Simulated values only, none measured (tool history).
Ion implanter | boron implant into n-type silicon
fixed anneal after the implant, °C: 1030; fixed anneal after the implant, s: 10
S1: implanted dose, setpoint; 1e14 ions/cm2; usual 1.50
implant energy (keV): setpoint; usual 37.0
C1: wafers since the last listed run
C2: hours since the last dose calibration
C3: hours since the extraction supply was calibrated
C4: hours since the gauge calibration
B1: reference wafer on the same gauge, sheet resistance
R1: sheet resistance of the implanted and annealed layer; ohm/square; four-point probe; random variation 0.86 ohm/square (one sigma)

{"run": 1, "hour": 0.0, "S1": 1.5, "implant energy (keV)": 37.0, "C1": 0, "C2": 2586.0, "C3": 4842.4, "C4": 85.1, "B1": 577.6, "R1": 569.51}
{"run": 2, "hour": 17.7, "S1": 1.5, "implant energy (keV)": 37.0, "C1": 177, "C2": 2603.7, "C3": 4860.1, "C4": 102.8, "B1": 577.63, "R1": 568.24}
{"run": 3, "hour": 30.8, "S1": 1.62, "implant energy (keV)": 37.0, "C1": 131, "C2": 2616.8, "C3": 4873.2, "C4": 115.9, "B1": 577.31, "R1": 537.24}
{"run": 4, "hour": 43.7, "S1": 1.5, "implant energy (keV)": 37.0, "C1": 129, "C2": 2629.7, "C3": 4886.1, "C4": 128.8, "B1": 577.29, "R1": 569.35}
{"run": 5, "hour": 57.1, "S1": 1.5, "implant energy (keV)": 37.0, "C1": 134, "C2": 2643.1, "C3": 4899.5, "C4": 142.2, "B1": 576.98, "R1": 567.59}
{"run": 6, "hour": 65.7, "S1": 1.5, "implant energy (keV)": 37.0, "C1": 86, "C2": 2651.7, "C3": 4908.1, "C4": 150.8, "B1": 577.05, "R1": 568.25}
{"run": 7, "hour": 82.2, "S1": 1.24, "implant energy (keV)": 37.0, "C1": 165, "C2": 2668.2, "C3": 4924.6, "C4": 167.3, "B1": 577.09, "R1": 654.76}
{"run": 8, "hour": 89.5, "S1": 1.24, "implant energy (keV)": 37.0, "C1": 73, "C2": 2675.5, "C3": 4931.9, "C4": 174.6, "B1": 576.53, "R1": 653.81}
{"run": 9, "hour": 98.3, "S1": 1.5, "implant energy (keV)": 28.0, "C1": 88, "C2": 2684.3, "C3": 4940.7, "C4": 183.4, "B1": 576.98, "R1": 594.94}
{"run": 10, "hour": 115.9, "S1": 1.94, "implant energy (keV)": 32.5, "C1": 176, "C2": 2701.9, "C3": 4958.3, "C4": 201.0, "B1": 576.71, "R1": 476.71}
{"hour": 124.4, "done": "Faraday cup replaced and dose calibrated"}
{"hour": 130.1, "done": "extraction supply calibrated"}
{"run": 11, "hour": 130.6, "S1": 1.14, "implant energy (keV)": 48.5, "C1": 9, "C2": 6.2, "C3": 0.5, "C4": 215.7, "B1": 576.67, "R1": 660.81}
{"hour": 132.1, "done": "gauge calibrated"}
{"run": 12, "hour": 136.1, "S1": 1.07, "implant energy (keV)": 31.0, "C1": 55, "C2": 11.7, "C3": 6.0, "C4": 4.0, "B1": 581.25, "R1": 757.18}
{"run": 13, "hour": 144.0, "S1": 1.92, "implant energy (keV)": 37.0, "C1": 79, "C2": 19.6, "C3": 13.9, "C4": 11.9, "B1": 580.41, "R1": 477.11}
{"run": 14, "hour": 157.4, "S1": 1.5, "implant energy (keV)": 37.0, "C1": 134, "C2": 33.0, "C3": 27.3, "C4": 25.3, "B1": 579.9, "R1": 571.56}
{"run": 15, "hour": 170.4, "S1": 1.5, "implant energy (keV)": 27.5, "C1": 130, "C2": 46.0, "C3": 40.3, "C4": 38.3, "B1": 579.1, "R1": 598.28}
{"run": 16, "hour": 186.6, "S1": 1.28, "implant energy (keV)": 37.0, "C1": 162, "C2": 62.2, "C3": 56.5, "C4": 54.5, "B1": 578.66, "R1": 641.82}
{"run": 17, "hour": 195.6, "S1": 1.5, "implant energy (keV)": 25.0, "C1": 90, "C2": 71.2, "C3": 65.5, "C4": 63.5, "B1": 578.31, "R1": 606.56}
{"run": 18, "hour": 202.1, "S1": 1.92, "implant energy (keV)": 31.5, "C1": 65, "C2": 77.7, "C3": 72.0, "C4": 70.0, "B1": 578.2, "R1": 484.55}
{"run": 19, "hour": 212.6, "S1": 1.5, "implant energy (keV)": 37.0, "C1": 105, "C2": 88.2, "C3": 82.5, "C4": 80.5, "B1": 578.03, "R1": 568.62}

How the hidden state differs across the entries between the runs, from the last listed run before each to the first after it:
Between runs 10 and 11: Faraday cup replaced and dose calibrated (hour 124.4); extraction supply calibrated (hour 130.1)
  gauge reads high (%): -0.726 -> -0.734
  measured less the result without the state, R1: -3.49 -> -4.88 ohm/square
Between runs 11 and 12: gauge calibrated (hour 132.1)
  gauge reads high (%): -0.734 -> 0.0178
  measured less the result without the state, R1: -4.88 -> +0.13 ohm/square
